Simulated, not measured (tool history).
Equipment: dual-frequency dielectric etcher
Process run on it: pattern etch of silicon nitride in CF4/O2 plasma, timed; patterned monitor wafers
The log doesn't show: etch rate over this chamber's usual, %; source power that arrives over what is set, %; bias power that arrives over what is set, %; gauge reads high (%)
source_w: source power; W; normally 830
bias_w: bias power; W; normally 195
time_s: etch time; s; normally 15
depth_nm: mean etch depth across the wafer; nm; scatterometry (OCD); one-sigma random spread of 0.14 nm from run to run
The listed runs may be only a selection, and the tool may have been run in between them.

run,hour,source_w,bias_w,time_s,wafers since the last listed run,hours since the last wet clean,hours since the last source power generator calibration,hours since the last bias power generator calibration,hours since the last upper electrode change,hours since the gauge calibration,"read-back reference wafer on the same gauge, depth_nm",depth_nm
1,0,830,166,15,0,19.7,3008.5,4150.9,5841.1,733.7,42.11,48.68
# hour 37.1: gauge calibrated
2,67.2,830,166,15,1508,86.9,3075.7,4218.1,5908.3,30.1,42.1,48.94
3,109.6,830,195,15,951,129.3,3118.1,4260.5,5950.7,72.5,42.12,51.07
4,161,830,195,15,1153,180.7,3169.5,4311.9,6002.1,123.9,42.09,51.23
5,321.8,830,195,15,3610,341.5,3330.3,4472.7,6162.9,284.7,42.11,51.14
6,389.3,830,195,16.5,1515,409,3397.8,4540.2,6230.4,352.2,42.09,56.27
# hour 429.1: bias power generator calibrated
# hour 448.8: upper electrode replaced
7,449.3,830,195,16.5,814,469,3457.8,20.2,0.5,412.2,42.09,56.33
# hour 520.9: wet clean of the chamber
8,575.2,830,195,16.5,2287,54.3,3583.7,146.1,126.4,538.1,42.1,56.29
# hour 607.9: source power generator calibrated
9,634.6,830,210,15,1243,113.7,26.7,205.5,185.8,597.5,42.09,52.21
10,690.6,830,210,15,1257,169.7,82.7,261.5,241.8,653.5,42.1,52.03
# hour 710.4: gauge calibrated
11,762.4,830,195,15,1611,241.5,154.5,333.3,313.6,52,42.11,51.08
12,816.5,950,152,11.5,1214,295.6,208.6,387.4,367.7,106.1,42.1,39.93
13,887,1010,225,12.5,1582,366.1,279.1,457.9,438.2,176.6,42.11,50.84
14,916.1,830,195,15,653,395.2,308.2,487,467.3,205.7,42.12,51.3
15,949.1,690,243,15,740,428.2,341.2,520,500.3,238.7,42.13,48.75
16,996.1,830,174,11,1055,475.2,388.2,567,547.3,285.7,42.11,36.24
# hour 1031.3: wet clean of the chamber
17,1045.5,750,231,15,570,14.2,437.6,616.4,596.7,335.1,42.09,50.56
18,1111.4,830,195,15,1479,80.1,503.5,682.3,662.6,401,42.1,51.4
19,1152.5,1030,195,16,922,121.2,544.6,723.4,703.7,442.1,42.11,62.84
20,1185,830,195,15,729,153.7,577.1,755.9,736.2,474.6,42.1,51.19
21,1266.5,680,195,15,1829,235.2,658.6,837.4,817.7,556.1,42.1,44.81
22,1292.6,1020,195,18.5,585,261.3,684.7,863.5,843.8,582.2,42.13,72.19
23,1321.3,830,195,15,644,290,713.4,892.2,872.5,610.9,42.11,51.24

What was the tool's hidden state at every run in the log?
etch rate over this chamber's usual, %: 0 across all the runs
source power that arrives over what is set, %: 0 across all the runs
bias power that arrives over what is set, %: 0 across all the runs
gauge reads high (%): 0 across all the runs
